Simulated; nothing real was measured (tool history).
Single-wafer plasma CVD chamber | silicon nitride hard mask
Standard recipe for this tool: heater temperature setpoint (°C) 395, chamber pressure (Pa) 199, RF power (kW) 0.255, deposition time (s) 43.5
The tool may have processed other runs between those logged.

run   hour  heater temperature setpoint (°C)  chamber pressure (Pa)  RF power (kW)  deposition time (s)  wafers since the last listed run  hours since the last thermocouple change  hours since the last RF generator calibration  hours since the last manometer calibration  hours since the showerhead was replaced  hours since the gauge calibration  read-back reference wafer on the same gauge, thickness_nm  mean film thickness on the monitor wafer (nm)
  1      0                               395                    199          0.255                 43.5                                 0                                     840.9                                         1008.8                                      2023.4                                   5710.9                              332.5                                                      47.85                                         38.862
  2   27.8                               395                    199           0.28                 43.5                               767                                     868.7                                         1036.6                                      2051.2                                   5738.7                              360.3                                                     47.817                                         42.343
  3   80.9                               395                    199           0.28                 43.5                              1466                                     921.8                                         1089.7                                      2104.3                                   5791.8                              413.4                                                       47.8                                         42.302
  4  113.6                               395                    199          0.225                   49                               902                                     954.5                                         1122.4                                        2137                                   5824.5                              446.1                                                      47.84                                         38.177
  5  147.9                               395                    199          0.225                 43.5                               947                                     988.8                                         1156.7                                      2171.3                                   5858.8                              480.4                                                     47.829                                         34.054
  6  183.8                               395                    199          0.225                 43.5                               991                                    1024.7                                         1192.6                                      2207.2                                   5894.7                              516.3                                                     47.776                                         33.676
  7  232.7                               395                    199          0.225                 43.5                              1350                                    1073.6                                         1241.5                                      2256.1                                   5943.6                              565.2                                                     47.747                                         33.891
  8  293.5                               395                    199           0.27                 43.5                              1678                                    1134.4                                         1302.3                                      2316.9                                   6004.4                                626                                                     47.752                                         40.865
  9    328                               395                    199           0.27                 43.5                               952                                    1168.9                                         1336.8                                      2351.4                                   6038.9                              660.5                                                     47.725                                         40.542
 10  394.8                               395                    199          0.255                 43.5                              1843                                    1235.7                                         1403.6                                      2418.2                                   6105.7                              727.3                                                     47.836                                         38.439
     402.8  -- capacitance manometer re-zeroed and calibrated
 11  438.6                               395                    199          0.225                 43.5                               989                                    1279.5                                         1447.4                                        35.8                                   6149.5                              771.1                                                     47.742                                         33.759
 12  476.3                               403                    199          0.305                 43.5                              1040                                    1317.2                                         1485.1                                        73.5                                   6187.2                              808.8                                                     47.731                                         45.124
       509  -- gauge calibrated
 13  539.6                               395                    199          0.255                 43.5                              1747                                    1380.5                                         1548.4                                       136.8                                   6250.5                               30.6                                                     47.755                                         38.166
 14  586.4                               406                    199          0.305                 43.5                              1292                                    1427.3                                         1595.2                                       183.6                                   6297.3                               77.4                                                     47.902                                         44.693
     614.8  -- RF generator calibrated
     615.5  -- showerhead replaced
 15  647.1                               402                    184          0.255                 43.5                              1434                                      1488                                           32.3                                       244.3                                     31.6                              138.1                                                      47.83                                          38.62
     789.6  -- thermocouple changed; heater temperature recalibrated
 16  799.4                               380                    199          0.255                 51.1                              3984                                       9.8                                          184.6                                       396.6                                    183.9                              290.4                                                     47.766                                           46.9
 17    835                               395                    199          0.255                 35.9                               982                                      45.4                                          220.2                                       432.2                                    219.5                                326                                                     47.719                                         32.955

Run 18 has not been measured yet. What should we expect?
 18  874.1                               383                    179           0.22                 40.3                              1079                                      84.5                                          259.3                                       471.3                                    258.6                              365.1                                                          ?                                              ?

{"run 18": {"read-back reference wafer on the same gauge, thickness_nm": 47.824, "mean film thickness on the monitor wafer (nm)": 30.627}}
With the hidden condition absent and the run-to-run variation left alone, this run would have shown mean film thickness on the monitor wafer (nm) 31.007.
